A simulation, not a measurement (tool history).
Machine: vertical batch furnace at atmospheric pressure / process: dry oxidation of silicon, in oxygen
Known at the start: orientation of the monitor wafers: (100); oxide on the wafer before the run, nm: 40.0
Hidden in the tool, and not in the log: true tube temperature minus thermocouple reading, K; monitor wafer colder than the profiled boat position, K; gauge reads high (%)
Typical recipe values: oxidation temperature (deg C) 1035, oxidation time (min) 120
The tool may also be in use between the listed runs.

run	hour	oxidation temperature (deg C)	oxidation time (min)	wafers since the last listed run	hours since the last temperature calibration	hours since the boat lift was adjusted	hours since the gauge calibration	read-back reference wafer on the same gauge, thickness	oxide thickness on the monitor wafer (Å)
1	0	1035	120	0	1344.1	1531	311.1	117.92	1099.2
2	20.7	1035	120	184	1364.8	1551.7	331.8	118.04	1099.6
3	38	1035	120	154	1382.1	1569	349.1	118.04	1092.2
4	71.8	1035	120	301	1415.9	1602.8	382.9	118.06	1096.8
5	90.4	1035	120	165	1434.5	1621.4	401.5	117.98	1099.1
6	157.4	1035	120	597	1501.5	1688.4	468.5	117.87	1102.7
7	171.4	1035	120	124	1515.5	1702.4	482.5	117.92	1104.4
# hour 223.7: boat lift adjusted
# hour 226: gauge calibrated
# hour 247.9: thermocouples replaced and temperature profile calibrated
8	248.4	1035	120	258	0.5	24.7	22.4	117.89	1075.5
9	255	1035	120	58	7.1	31.3	29	118	1072.8
10	261.6	1035	105.5	58	13.7	37.9	35.6	118.04	1003.5
11	278.5	1050	72.5	150	30.6	54.8	52.5	118.01	906.2
12	294.3	1013	80.5	140	46.4	70.6	68.3	117.99	761
13	320.7	1035	120	235	72.8	97	94.7	117.95	1073.8
14	336.2	1051	138.5	138	88.3	112.5	110.2	117.97	1287.8
15	356.5	1010	174.5	181	108.6	132.8	130.5	117.88	1115
16	379.3	1027	120	203	131.4	155.6	153.3	118	1020.4
17	423.3	1056	76	392	175.4	199.6	197.3	118.08	962.8
18	458.3	1035	160	312	210.4	234.6	232.3	118	1262.3
19	480.4	1035	120	197	232.5	256.7	254.4	118	1078.5
20	502.5	1020	74	197	254.6	278.8	276.5	118.13	764.4

4 ways to go on from here, each from the tool as it stands after run 20. What would each give?
A	509.2	1035	88.5	59	261.3	285.5	283.2	?	?
B	509.2	1012	178	59	261.3	285.5	283.2	?	?
C	509.2	1035	164	59	261.3	285.5	283.2	?	?
D	509.2	1035	156	59	261.3	285.5	283.2	?	?

run	read-back reference wafer on the same gauge, thickness	oxide thickness on the monitor wafer (Å)
A	118.04	915.8
B	118.04	1147.3
C	118.04	1282.4
D	118.04	1246.6
Take away the tool's hidden state, keep each run's random variation, and the runs would have read:
run	oxide thickness on the monitor wafer (Å)
A	910.4
B	1139.8
C	1274.4
D	1238.8

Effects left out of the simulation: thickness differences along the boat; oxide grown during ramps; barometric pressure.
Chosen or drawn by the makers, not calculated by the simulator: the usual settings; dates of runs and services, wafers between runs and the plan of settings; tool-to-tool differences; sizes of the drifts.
